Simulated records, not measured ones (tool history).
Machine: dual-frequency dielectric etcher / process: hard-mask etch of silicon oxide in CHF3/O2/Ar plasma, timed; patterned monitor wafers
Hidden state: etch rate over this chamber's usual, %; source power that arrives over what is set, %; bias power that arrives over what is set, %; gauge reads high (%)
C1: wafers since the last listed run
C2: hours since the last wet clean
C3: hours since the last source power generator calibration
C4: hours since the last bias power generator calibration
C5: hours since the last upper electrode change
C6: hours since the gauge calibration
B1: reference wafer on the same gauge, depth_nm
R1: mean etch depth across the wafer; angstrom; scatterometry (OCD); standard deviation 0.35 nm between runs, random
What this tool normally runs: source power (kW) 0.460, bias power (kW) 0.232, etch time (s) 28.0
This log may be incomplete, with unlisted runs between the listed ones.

Run 1, hour 0.0: usual settings but source power (kW) 0.550; C1 0; C2 176.6; C3 2536.6; C4 3908.9; C5 2482.4; C6 153.4; B1 52.0. Result: R1 584 angstrom.
Run 2, hour 17.0: usual settings but source power (kW) 0.550; C1 165; C2 193.6; C3 2553.6; C4 3925.9; C5 2499.4; C6 170.4; B1 51.9. Result: R1 595 angstrom.
Run 3, hour 34.2: usual settings but source power (kW) 0.550; C1 167; C2 210.8; C3 2570.8; C4 3943.1; C5 2516.6; C6 187.6; B1 52.1. Result: R1 593 angstrom.
Run 4, hour 45.0: usual settings but etch time (s) 32.0; C1 104; C2 221.6; C3 2581.6; C4 3953.9; C5 2527.4; C6 198.4; B1 52.0. Result: R1 638 angstrom.
Run 5, hour 94.8: usual settings but etch time (s) 24.0; C1 483; C2 271.4; C3 2631.4; C4 4003.7; C5 2577.2; C6 248.2; B1 52.0. Result: R1 486 angstrom.
At hour 113.4: gauge calibrated.
At hour 121.8: upper electrode replaced.
At hour 125.2: wet clean of the chamber.
At hour 137.8: bias power generator calibrated.
Run 6, hour 138.3: usual settings but etch time (s) 24.0; C1 116; C2 13.1; C3 2674.9; C4 0.5; C5 16.5; C6 24.9; B1 52.2. Result: R1 471 angstrom.
Run 7, hour 146.1: usual settings but etch time (s) 24.0; C1 75; C2 20.9; C3 2682.7; C4 8.3; C5 24.3; C6 32.7; B1 52.2. Result: R1 473 angstrom.
Run 8, hour 152.8: usual settings; C1 65; C2 27.6; C3 2689.4; C4 15.0; C5 31.0; C6 39.4; B1 52.1. Result: R1 550 angstrom.
At hour 156.9: source power generator calibrated.
Run 9, hour 185.0: usual settings but source power (kW) 0.570; C1 273; C2 59.8; C3 28.1; C4 47.2; C5 63.2; C6 71.6; B1 52.1. Result: R1 596 angstrom.
Run 10, hour 192.0: usual settings but source power (kW) 0.430, etch time (s) 21.0; C1 68; C2 66.8; C3 35.1; C4 54.2; C5 70.2; C6 78.6; B1 52.0. Result: R1 407 angstrom.
Run 11, hour 214.4: usual settings but source power (kW) 0.540, bias power (kW) 0.279, etch time (s) 31.0; C1 217; C2 89.2; C3 57.5; C4 76.6; C5 92.6; C6 101.0; B1 52.1. Result: R1 711 angstrom.
Run 12, hour 220.8: usual settings but source power (kW) 0.430, bias power (kW) 0.208, etch time (s) 31.0; C1 62; C2 95.6; C3 63.9; C4 83.0; C5 99.0; C6 107.4; B1 52.1. Result: R1 566 angstrom.
Run 13, hour 231.8: usual settings; C1 106; C2 106.6; C3 74.9; C4 94.0; C5 110.0; C6 118.4; B1 52.0. Result: R1 552 angstrom.
Run 14, hour 241.3: usual settings; C1 92; C2 116.1; C3 84.4; C4 103.5; C5 119.5; C6 127.9; B1 52.2. Result: R1 557 angstrom.
Run 15, hour 254.3: usual settings but bias power (kW) 0.251, etch time (s) 30.5; C1 126; C2 129.1; C3 97.4; C4 116.5; C5 132.5; C6 140.9; B1 52.1. Result: R1 631 angstrom.
Run 16, hour 267.4: usual settings but source power (kW) 0.550, bias power (kW) 0.288, etch time (s) 24.5; C1 127; C2 142.2; C3 110.5; C4 129.6; C5 145.6; C6 154.0; B1 52.0. Result: R1 580 angstrom.

Across each entry between runs, compare the hidden state at the last listed run before it with the hidden state at the first listed run after it:
Logged between run 5 and run 6: gauge calibrated (hour 113.4); upper electrode replaced (hour 121.8); wet clean of the chamber (hour 125.2); bias power generator calibrated (hour 137.8)
  etch rate over this chamber's usual, %: 3.73 -> 1.11
  measured minus no-state result, R1: +18 -> +6 angstrom
Logged between run 8 and run 9: source power generator calibrated (hour 156.9)
  etch rate over this chamber's usual, %: 1.33 -> 1.81
  measured minus no-state result, R1: +8 -> +11 angstrom
